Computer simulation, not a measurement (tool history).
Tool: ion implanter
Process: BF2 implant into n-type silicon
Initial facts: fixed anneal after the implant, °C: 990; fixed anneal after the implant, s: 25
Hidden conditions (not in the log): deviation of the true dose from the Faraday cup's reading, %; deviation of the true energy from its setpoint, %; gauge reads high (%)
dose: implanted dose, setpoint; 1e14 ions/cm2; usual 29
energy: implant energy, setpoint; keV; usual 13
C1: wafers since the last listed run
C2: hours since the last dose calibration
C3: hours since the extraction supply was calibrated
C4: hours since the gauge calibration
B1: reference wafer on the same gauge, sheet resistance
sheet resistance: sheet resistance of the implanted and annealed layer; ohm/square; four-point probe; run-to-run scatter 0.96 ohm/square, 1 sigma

run 1 hour=0 | dose=29 energy=13 | C1=0 C2=1986.1 C3=3080.1 C4=59.6 | B1=166.98 | sheet_resistance=203.82
run 2 hour=30.8 | dose=27.21 energy=13 | C1=517 C2=2016.9 C3=3110.9 C4=90.4 | B1=166.8 | sheet_resistance=204.66
run 3 hour=50.3 | dose=29 energy=13 | C1=327 C2=2036.4 C3=3130.4 C4=109.9 | B1=166.98 | sheet_resistance=203.54
run 4 hour=80.3 | dose=29 energy=13 | C1=504 C2=2066.4 C3=3160.4 C4=139.9 | B1=166.67 | sheet_resistance=204.71
run 5 hour=102.7 | dose=29 energy=13 | C1=376 C2=2088.8 C3=3182.8 C4=162.3 | B1=166.9 | sheet_resistance=205.13
run 6 hour=120.1 | dose=29 energy=13 | C1=292 C2=2106.2 C3=3200.2 C4=179.7 | B1=166.96 | sheet_resistance=203.87
run 7 hour=153.9 | dose=29 energy=13 | C1=568 C2=2140 C3=3234 C4=213.5 | B1=167.17 | sheet_resistance=203.95
run 8 hour=172.7 | dose=29 energy=13 | C1=316 C2=2158.8 C3=3252.8 C4=232.3 | B1=167 | sheet_resistance=204.89
run 9 hour=186.2 | dose=31.37 energy=14 | C1=226 C2=2172.3 C3=3266.3 C4=245.8 | B1=166.75 | sheet_resistance=196.66
run 10 hour=216.5 | dose=31.37 energy=14 | C1=509 C2=2202.6 C3=3296.6 C4=276.1 | B1=166.83 | sheet_resistance=197.27
run 11 hour=241.7 | dose=31.37 energy=14 | C1=423 C2=2227.8 C3=3321.8 C4=301.3 | B1=166.96 | sheet_resistance=197.09
run 12 hour=254.2 | dose=29 energy=13 | C1=210 C2=2240.3 C3=3334.3 C4=313.8 | B1=167.05 | sheet_resistance=203.84
-- hour=292.6 Faraday cup replaced and dose calibrated
run 13 hour=293.1 | dose=29 energy=13 | C1=519 C2=0.5 C3=3373.2 C4=352.7 | B1=167.06 | sheet_resistance=204.36
-- hour=321.1 extraction supply calibrated
run 14 hour=321.6 | dose=26.17 energy=13 | C1=344 C2=29 C3=0.5 C4=381.2 | B1=167.02 | sheet_resistance=205.45
run 15 hour=335.8 | dose=29 energy=13 | C1=238 C2=43.2 C3=14.7 C4=395.4 | B1=167.05 | sheet_resistance=205.37
run 16 hour=358.5 | dose=33.29 energy=11.5 | C1=381 C2=65.9 C3=37.4 C4=418.1 | B1=166.72 | sheet_resistance=210.21
run 17 hour=426.9 | dose=23.37 energy=11 | C1=1150 C2=134.3 C3=105.8 C4=486.5 | B1=167.14 | sheet_resistance=220.49
run 18 hour=449.2 | dose=36.12 energy=10.5 | C1=374 C2=156.6 C3=128.1 C4=508.8 | B1=167.23 | sheet_resistance=217.31
run 19 hour=470.1 | dose=26.62 energy=14.5 | C1=351 C2=177.5 C3=149 C4=529.7 | B1=166.87 | sheet_resistance=196.73
-- hour=482.1 gauge calibrated
run 20 hour=487.9 | dose=29 energy=13 | C1=299 C2=195.3 C3=166.8 C4=5.8 | B1=167.02 | sheet_resistance=203.36
run 21 hour=518.7 | dose=29 energy=14 | C1=517 C2=226.1 C3=197.6 C4=36.6 | B1=167.22 | sheet_resistance=198.51
run 22 hour=546 | dose=32.32 energy=17 | C1=459 C2=253.4 C3=224.9 C4=63.9 | B1=167.28 | sheet_resistance=181.74
run 23 hour=566.8 | dose=32.4 energy=9.5 | C1=349 C2=274.2 C3=245.7 C4=84.7 | B1=166.88 | sheet_resistance=226.78
run 24 hour=582.1 | dose=29 energy=13 | C1=257 C2=289.5 C3=261 C4=100 | B1=167.02 | sheet_resistance=204.17
run 25 hour=595.5 | dose=35.31 energy=14 | C1=225 C2=302.9 C3=274.4 C4=113.4 | B1=167.11 | sheet_resistance=194.95
run 26 hour=620.8 | dose=34.56 energy=17.5 | C1=425 C2=328.2 C3=299.7 C4=138.7 | B1=166.96 | sheet_resistance=177.81
run 27 hour=654.4 | dose=31.61 energy=13 | C1=564 C2=361.8 C3=333.3 C4=172.3 | B1=166.88 | sheet_resistance=202.94

3 options for the next run, each taken on its own from the tool as it stands now. Forecast them:
run A hour=654.8 | dose=29 energy=17 | C1=6 C2=362.2 C3=333.7 C4=172.7 | B1=? | sheet_resistance=?
run B hour=654.8 | dose=35.42 energy=12 | C1=6 C2=362.2 C3=333.7 C4=172.7 | B1=? | sheet_resistance=?
run C hour=654.8 | dose=22.86 energy=9.5 | C1=6 C2=362.2 C3=333.7 C4=172.7 | B1=? | sheet_resistance=?

run=A B1=166.93 sheet_resistance=182.67
run=B B1=166.93 sheet_resistance=206.82
run=C B1=166.93 sheet_resistance=233.53
Stripped of hidden state, with their random variation kept, the same runs would have yielded:
run=A sheet_resistance=182.67
run=B sheet_resistance=206.82
run=C sheet_resistance=233.53

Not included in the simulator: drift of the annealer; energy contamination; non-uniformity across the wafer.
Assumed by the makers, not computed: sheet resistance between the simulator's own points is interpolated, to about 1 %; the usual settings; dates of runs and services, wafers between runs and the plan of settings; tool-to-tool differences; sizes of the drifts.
